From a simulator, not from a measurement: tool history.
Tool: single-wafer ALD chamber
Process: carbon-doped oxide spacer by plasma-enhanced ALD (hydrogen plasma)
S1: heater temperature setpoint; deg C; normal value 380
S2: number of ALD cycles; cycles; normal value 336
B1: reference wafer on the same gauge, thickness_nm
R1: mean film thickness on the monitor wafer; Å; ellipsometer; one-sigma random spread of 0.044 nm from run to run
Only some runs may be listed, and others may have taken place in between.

run,day,S1,S2,B1,R1
1,0.000,380,336,16.331,177.20
2,1.192,380,336,16.328,177.92
3,2.567,380,336,16.341,178.20
4,4.029,380,336,16.368,177.88
5,5.188,380,336,16.358,177.89
6,6.346,380,336,16.371,179.03
7,7.383,376,336,16.381,179.11
8,7.933,376,336,16.400,178.53
9,8.596,373,387,16.408,205.23
10,9.204,373,387,16.422,206.17
11,10.346,380,336,16.420,178.62
12,11.688,380,336,16.423,179.27
13,12.700,380,336,16.438,178.92
14,14.100,380,336,16.470,180.19
15,15.579,380,336,16.482,179.92
16,16.158,380,336,16.496,178.80
17,17.254,380,336,16.513,179.76
18,18.625,380,336,16.521,180.52
# day 19.579: thermocouple changed; heater temperature recalibrated
19,19.600,370,365,16.534,195.33
20,20.650,390,363,16.557,194.85
21,21.679,366,384,16.586,206.56
22,22.979,380,371,16.613,199.64
# day 23.467: gauge calibrated
23,23.488,390,357,16.288,189.05
24,24.396,380,278,16.276,146.65
25,25.592,371,310,16.283,162.90
26,26.667,391,387,16.283,205.11
27,27.750,373,361,16.271,191.51
28,28.812,380,336,16.271,176.77
29,29.317,375,336,16.285,177.33
30,30.238,380,336,16.294,176.78
31,31.046,380,295,16.292,155.13
32,31.696,388,273,16.275,144.32
33,32.438,380,336,16.295,177.80
34,33.104,380,336,16.295,177.56
35,36.942,370,288,16.316,152.42
36,38.133,385,380,16.329,201.14

Consider 4 possible next runs. They are alternatives, not a sequence: every one starts from the tool as it was left by run 36. What does each give?
A,38.171,380,336,?,?
B,38.171,390,355,?,?
C,38.171,367,378,?,?
D,38.171,385,306,?,?

run,B1,R1
A,16.344,178.00
B,16.344,188.07
C,16.344,200.25
D,16.344,162.11
Stripped of hidden state, with their random variation kept, the same runs would have yielded:
run,R1
A,177.57
B,187.61
C,199.77
D,161.72
